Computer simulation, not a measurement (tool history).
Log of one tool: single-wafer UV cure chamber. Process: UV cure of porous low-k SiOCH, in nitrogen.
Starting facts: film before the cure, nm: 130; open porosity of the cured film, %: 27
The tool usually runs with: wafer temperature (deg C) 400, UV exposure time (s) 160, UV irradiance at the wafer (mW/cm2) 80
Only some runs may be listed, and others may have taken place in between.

| run | hour | wafer temperature (deg C) | UV exposure time (s) | UV irradiance at the wafer (mW/cm2) | wafers since the last listed run | hours since the UV bulbs were replaced | wafers since the quartz window was cleaned | loss of film thickness in the cure (%) |
|---|---|---|---|---|---|---|---|---|
| 1 | 0.0 | 400 | 160 | 80 | 0 | 703.4 | 2945 | 10.498 |
| 2 | 69.7 | 400 | 160 | 80 | 498 | 773.1 | 3443 | 10.584 |
| 3 | 141.5 | 400 | 160 | 80 | 513 | 844.9 | 3957 | 10.476 |
| 4 | 204.8 | 400 | 160 | 80 | 452 | 908.2 | 4410 | 9.546 |
|  | 217.5 | quartz window cleaned |
| 5 | 286.0 | 400 | 160 | 108 | 523 | 989.4 | 490 | 12.344 |
| 6 | 353.3 | 400 | 160 | 70 | 481 | 1056.7 | 971 | 11.030 |
| 7 | 401.1 | 400 | 160 | 70 | 342 | 1104.5 | 1313 | 10.605 |
| 8 | 485.3 | 400 | 160 | 70 | 602 | 1188.7 | 1916 | 10.253 |
| 9 | 538.7 | 400 | 110 | 80 | 382 | 1242.1 | 2298 | 9.252 |
| 10 | 644.8 | 400 | 160 | 93 | 759 | 1348.2 | 3057 | 11.317 |
| 11 | 718.4 | 415 | 190 | 110 | 526 | 1421.8 | 3584 | 13.222 |
|  | 794.6 | quartz window cleaned |
| 12 | 826.1 | 400 | 160 | 80 | 713 | 1529.5 | 225 | 11.371 |
|  | 834.5 | UV bulbs replaced |
| 13 | 875.8 | 388 | 250 | 113 | 298 | 41.3 | 523 | 14.932 |
| 14 | 970.0 | 400 | 160 | 80 | 674 | 135.5 | 1197 | 11.376 |
| 15 | 1072.7 | 407 | 200 | 80 | 734 | 238.2 | 1932 | 12.045 |
| 16 | 1159.9 | 407 | 250 | 108 | 623 | 325.4 | 2556 | 14.281 |
| 17 | 1210.6 | 400 | 160 | 70 | 362 | 376.1 | 2919 | 10.079 |
| 18 | 1253.9 | 400 | 160 | 48 | 309 | 419.4 | 3229 | 8.399 |
|  | 1331.8 | quartz window cleaned |
| 19 | 1355.7 | 400 | 160 | 80 | 671 | 521.2 | 170 | 11.491 |

Alternative continuations, all from the tool just after run 19; predict every row:
| A | 1356.2 | 408 | 160 | 80 | 3 | 521.7 | 174 | ? |
| B | 1356.2 | 415 | 135 | 67 | 3 | 521.7 | 174 | ? |
| C | 1356.2 | 391 | 95 | 117 | 3 | 521.7 | 174 | ? |
| D | 1356.2 | 384 | 110 | 105 | 3 | 521.7 | 174 | ? |

| run | loss of film thickness in the cure (%) |
|---|---|
| A | 11.378 |
| B | 9.873 |
| C | 10.406 |
| D | 10.455 |
With no hidden state in the tool, these same runs would have given:
| run | loss of film thickness in the cure (%) |
|---|---|
| A | 11.454 |
| B | 9.947 |
| C | 10.481 |
| D | 10.530 |
